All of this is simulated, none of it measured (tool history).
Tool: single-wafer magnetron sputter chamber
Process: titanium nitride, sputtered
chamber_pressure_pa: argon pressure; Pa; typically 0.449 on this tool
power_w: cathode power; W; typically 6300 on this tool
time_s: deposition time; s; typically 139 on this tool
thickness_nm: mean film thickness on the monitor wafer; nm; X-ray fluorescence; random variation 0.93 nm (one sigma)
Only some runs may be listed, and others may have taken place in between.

run	hour	chamber_pressure_pa	power_w	time_s	read-back reference wafer on the same gauge, thickness_nm	thickness_nm
1	0.0	0.449	5250	139	141.978	131.957
2	7.2	0.449	6300	139	142.160	154.572
3	20.3	0.449	6300	139	142.140	156.049
4	27.5	0.449	6300	139	142.133	153.880
5	42.1	0.449	6300	139	142.006	155.894
6	86.5	0.449	6300	139	142.104	154.917
7	104.3	0.449	6300	139	141.978	154.541
8	114.1	0.449	6300	139	142.095	152.731
9	151.9	0.449	5950	139	142.097	146.818
10	158.5	0.449	6300	139	142.041	151.746
11	166.0	0.449	7400	139	142.040	176.317
12	180.8	0.449	7400	139	141.957	177.844
13	197.2	0.449	7400	139	142.307	173.563
14	209.7	0.449	6300	139	141.865	153.058
15	220.3	0.449	6300	139	142.079	154.516
16	236.8	0.449	6300	139	141.989	152.192
17	253.7	0.607	5650	111	142.034	107.172
18	270.0	0.339	5300	139	142.061	133.660
# hour 271.6: gauge calibrated
19	282.9	0.572	6300	155	142.138	165.080
20	296.9	0.449	6300	139	142.242	153.364
# hour 306.4: capacitance manometer re-zeroed and calibrated
# hour 310.1: magnet pack replaced
21	310.6	0.315	7200	115	142.125	146.396
22	319.3	0.449	6300	139	141.842	151.606
23	330.4	0.367	7250	163	142.040	202.280
24	347.2	0.321	6300	115	141.894	129.154
25	358.8	0.593	6300	156	142.107	163.787
# hour 383.6: sputter target and shields replaced
26	384.1	0.520	6300	152	141.982	170.354
27	392.8	0.449	5100	159	141.676	150.287
28	406.4	0.449	6300	112	141.882	128.353
29	419.7	0.449	6300	139	141.946	158.817
30	433.0	0.514	4750	150	142.099	131.887
31	444.7	0.380	7100	155	141.969	197.386
32	454.5	0.449	6300	139	142.091	157.462
33	463.2	0.449	6300	139	141.880	157.699
34	470.7	0.449	5600	127	142.290	131.171
35	486.7	0.449	6300	139	142.071	157.387
36	493.0	0.318	5050	120	141.980	115.624

List, for all runs, the conditions of the tool that the log does not record:
true argon pressure above the setpoint (%): 0, the same for each run
gauge reads high (%): 0, the same for each run
H1: deposition rate above that of a new target (%)
run	H1
1	-2.14
2	-2.19
3	-2.28
4	-2.33
5	-2.44
6	-2.76
7	-2.88
8	-2.95
9	-3.22
10	-3.27
11	-3.33
12	-3.43
13	-3.55
14	-3.64
15	-3.71
16	-3.83
17	-3.95
18	-4.07
19	-4.16
20	-4.26
21	-4.36
22	-4.42
23	-4.5
24	-4.62
25	-4.71
26	-0.139
27	-0.201
28	-0.298
29	-0.394
30	-0.489
31	-0.573
32	-0.643
33	-0.705
34	-0.759
35	-0.874
36	-0.919

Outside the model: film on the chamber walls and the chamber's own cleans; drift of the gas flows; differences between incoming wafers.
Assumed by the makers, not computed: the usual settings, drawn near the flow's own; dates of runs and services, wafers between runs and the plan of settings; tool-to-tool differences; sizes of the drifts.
